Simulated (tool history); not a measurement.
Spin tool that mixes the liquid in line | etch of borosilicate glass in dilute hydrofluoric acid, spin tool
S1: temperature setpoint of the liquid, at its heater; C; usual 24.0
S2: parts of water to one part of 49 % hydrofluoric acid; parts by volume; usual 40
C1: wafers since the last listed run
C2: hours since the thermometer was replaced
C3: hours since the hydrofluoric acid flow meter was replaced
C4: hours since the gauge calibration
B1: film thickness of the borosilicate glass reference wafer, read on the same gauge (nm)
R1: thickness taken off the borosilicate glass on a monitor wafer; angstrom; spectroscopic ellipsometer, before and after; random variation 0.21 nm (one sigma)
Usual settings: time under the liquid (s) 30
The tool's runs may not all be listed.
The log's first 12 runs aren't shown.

run 13 day=31.071 | S1=24.0 S2=30 time_under_the_liquid_(s)=30 | C1=298 C2=531.9 C3=793.7 C4=653.2 | B1=70.00 | R1=414.2
run 14 day=33.175 | S1=24.0 S2=40 time_under_the_liquid_(s)=30 | C1=445 C2=582.4 C3=844.2 C4=703.7 | B1=70.00 | R1=310.1
run 15 day=35.429 | S1=24.0 S2=40 time_under_the_liquid_(s)=40 | C1=477 C2=636.5 C3=898.3 C4=757.8 | B1=70.01 | R1=410.0
-- day=38.125 hydrofluoric acid flow meter replaced
-- day=38.221 thermometer replaced
run 16 day=38.404 | S1=21.5 S2=40 time_under_the_liquid_(s)=30 | C1=611 C2=4.4 C3=6.7 C4=829.2 | B1=69.99 | R1=271.3
run 17 day=39.508 | S1=24.0 S2=35 time_under_the_liquid_(s)=30 | C1=233 C2=30.9 C3=33.2 C4=855.7 | B1=70.00 | R1=346.1
run 18 day=42.017 | S1=19.5 S2=50 time_under_the_liquid_(s)=25 | C1=530 C2=91.1 C3=93.4 C4=915.9 | B1=70.00 | R1=163.1
run 19 day=43.462 | S1=20.0 S2=55 time_under_the_liquid_(s)=15 | C1=305 C2=125.8 C3=128.1 C4=950.6 | B1=70.00 | R1=91.5
run 20 day=45.104 | S1=24.0 S2=45 time_under_the_liquid_(s)=30 | C1=347 C2=165.2 C3=167.5 C4=990.0 | B1=70.01 | R1=269.2
run 21 day=47.433 | S1=20.5 S2=40 time_under_the_liquid_(s)=35 | C1=492 C2=221.1 C3=223.4 C4=1045.9 | B1=70.01 | R1=305.4
run 22 day=48.504 | S1=24.0 S2=30 time_under_the_liquid_(s)=45 | C1=226 C2=246.8 C3=249.1 C4=1071.6 | B1=69.99 | R1=613.0
-- day=49.033 gauge calibrated
run 23 day=49.658 | S1=22.0 S2=25 time_under_the_liquid_(s)=50 | C1=244 C2=274.5 C3=276.8 C4=15.0 | B1=69.99 | R1=758.6
run 24 day=51.412 | S1=24.0 S2=40 time_under_the_liquid_(s)=15 | C1=371 C2=316.6 C3=318.9 C4=57.1 | B1=70.01 | R1=152.7
run 25 day=53.900 | S1=24.0 S2=40 time_under_the_liquid_(s)=30 | C1=526 C2=376.3 C3=378.6 C4=116.8 | B1=70.01 | R1=302.2
run 26 day=56.725 | S1=24.0 S2=55 time_under_the_liquid_(s)=40 | C1=597 C2=444.1 C3=446.4 C4=184.6 | B1=70.01 | R1=289.7
run 27 day=58.738 | S1=24.0 S2=25 time_under_the_liquid_(s)=30 | C1=425 C2=492.4 C3=494.7 C4=232.9 | B1=70.00 | R1=494.2
run 28 day=61.258 | S1=20.0 S2=45 time_under_the_liquid_(s)=20 | C1=533 C2=552.9 C3=555.2 C4=293.4 | B1=69.99 | R1=153.8
run 29 day=63.462 | S1=24.0 S2=40 time_under_the_liquid_(s)=30 | C1=466 C2=605.8 C3=608.1 C4=346.3 | B1=70.01 | R1=308.3
-- day=64.454 thermometer replaced
run 30 day=66.046 | S1=24.0 S2=55 time_under_the_liquid_(s)=15 | C1=537 C2=38.2 C3=670.1 C4=408.3 | B1=70.00 | R1=112.6
run 31 day=68.967 | S1=19.0 S2=40 time_under_the_liquid_(s)=30 | C1=618 C2=108.3 C3=740.2 C4=478.4 | B1=69.99 | R1=254.7
run 32 day=70.604 | S1=20.5 S2=20 time_under_the_liquid_(s)=20 | C1=346 C2=147.6 C3=779.5 C4=517.7 | B1=70.01 | R1=370.8

5 ways to go on from here, each from the tool as it stands after run 32. What would each give?
run A day=70.621 | S1=24.0 S2=40 time_under_the_liquid_(s)=30 | C1=3 C2=148.0 C3=779.9 C4=518.1 | B1=? | R1=?
run B day=70.621 | S1=19.5 S2=50 time_under_the_liquid_(s)=20 | C1=3 C2=148.0 C3=779.9 C4=518.1 | B1=? | R1=?
run C day=70.621 | S1=21.0 S2=55 time_under_the_liquid_(s)=20 | C1=3 C2=148.0 C3=779.9 C4=518.1 | B1=? | R1=?
run D day=70.621 | S1=24.0 S2=55 time_under_the_liquid_(s)=30 | C1=3 C2=148.0 C3=779.9 C4=518.1 | B1=? | R1=?
run E day=70.621 | S1=24.0 S2=40 time_under_the_liquid_(s)=20 | C1=3 C2=148.0 C3=779.9 C4=518.1 | B1=? | R1=?

run=A B1=70.01 R1=316.4
run=B B1=70.01 R1=137.9
run=C B1=70.01 R1=132.8
run=D B1=70.01 R1=225.7
run=E B1=70.01 R1=210.9
Without the tool's hidden state the same runs would have given:
run=A R1=304.6
run=B R1=132.8
run=C R1=127.8
run=D R1=217.1
run=E R1=203.1
